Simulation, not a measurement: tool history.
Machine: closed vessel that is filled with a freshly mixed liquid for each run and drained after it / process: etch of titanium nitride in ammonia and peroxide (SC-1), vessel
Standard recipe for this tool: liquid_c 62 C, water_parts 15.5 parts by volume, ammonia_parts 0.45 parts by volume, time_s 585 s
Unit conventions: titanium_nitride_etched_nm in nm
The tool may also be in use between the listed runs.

run	hour	liquid_c	water_parts	ammonia_parts	time_s	wafers since the last listed run	hours since the thermometer was replaced	hours since the ammonia flow meter was replaced	hours since the drum of ammonia solution was connected	hours since the gauge calibration	read-back film thickness of the titanium nitride reference wafer, read on the same gauge (nm)	titanium_nitride_etched_nm
1	0	58	15.5	0.45	585	0	380.5	1453	785	450.3	69.96	41.97
2	64	62	15.5	0.45	585	5811	444.5	1517	849	514.3	70.01	54.46
3	132.1	62	15.5	0.45	585	6183	512.6	1585.1	917.1	582.4	70.04	54.39
# hour 143.1: new drum of ammonia solution connected
# hour 217.4: thermometer replaced
4	272.4	62	15.5	0.45	585	12558	55	1725.4	129.3	722.7	69.97	55.96
5	333.2	62	15.5	0.45	585	5520	115.8	1786.2	190.1	783.5	70.02	55.54
# hour 359.8: ammonia flow meter replaced
6	399.4	62	15.5	0.45	585	5920	182	39.6	256.3	849.7	69.95	54.72
7	438.7	62	15.5	0.5	585	3568	221.3	78.9	295.6	889	70	55.24
8	499.3	69.5	15.5	0.45	585	5502	281.9	139.5	356.2	949.6	70.01	87.38
9	566	62	23	0.45	585	6056	348.6	206.2	422.9	1016.3	69.97	43.73
10	595.1	65.5	15.5	0.5	585	2642	377.7	235.3	452	1045.4	69.97	69.22
11	639.2	62	15.5	0.45	585	4004	421.8	279.4	496.1	1089.5	70.02	54.28
12	675.7	62	15.5	0.55	335	3314	458.3	315.9	532.6	1126	70	32.23
# hour 728.1: gauge calibrated
13	743.8	62	15.5	0.45	585	6183	526.4	384	600.7	15.7	70	54.12
14	801.8	62	12.5	0.5	585	5266	584.4	442	658.7	73.7	70.02	62.01
# hour 835.7: thermometer replaced
15	853.6	62	15.5	0.35	680	4612	17.9	493.8	710.5	125.5	70.01	59.81
16	918.6	58	11	0.45	585	5902	82.9	558.8	775.5	190.5	70	50.16
17	976.7	66.5	19	0.45	245	5275	141	616.9	833.6	248.6	69.98	26.9
18	1010.6	58.5	19	0.5	355	3078	174.9	650.8	867.5	282.5	70.01	23.71
# hour 1015.4: new drum of ammonia solution connected
19	1056.6	69	13	0.45	585	4086	220.9	696.8	41.2	328.5	69.98	94.61
20	1122.4	55	15.5	0.45	800	5974	286.7	762.6	107	394.3	70.01	47.42
21	1153.9	54	15.5	0.6	860	2860	318.2	794.1	138.5	425.8	70	50.26
22	1188.4	62	15.5	0.45	585	3132	352.7	828.6	173	460.3	70.03	54.98
23	1232.7	62	15.5	0.45	585	4022	397	872.9	217.3	504.6	70.02	54.89
24	1272.4	57	21	0.45	445	3604	436.7	912.6	257	544.3	70	25.4
25	1309.5	62	15.5	0.45	460	3368	473.8	949.7	294.1	581.4	70.03	43.5
26	1373.9	54	15.5	0.45	380	5847	538.2	1014.1	358.5	645.8	70.04	20.89

Predict each of these 5 candidate next runs independently; none follows another, all start after run 26:
A	1374.7	62	15.5	0.45	585	72	539	1014.9	359.3	646.6	?	?
B	1374.7	62	15.5	0.55	585	72	539	1014.9	359.3	646.6	?	?
C	1374.7	62	15.5	0.3	585	72	539	1014.9	359.3	646.6	?	?
D	1374.7	62	15.5	0.45	300	72	539	1014.9	359.3	646.6	?	?
E	1374.7	59.5	15.5	0.3	265	72	539	1014.9	359.3	646.6	?	?

run	read-back film thickness of the titanium nitride reference wafer, read on the same gauge (nm)	titanium_nitride_etched_nm
A	70.02	54.69
B	70.02	56.73
C	70.02	50.7
D	70.02	28.05
E	70.02	19.51
With the hidden condition removed and each run's random variation left untouched, the same runs would have given:
run	titanium_nitride_etched_nm
A	54.72
B	56.76
C	50.73
D	28.06
E	19.52
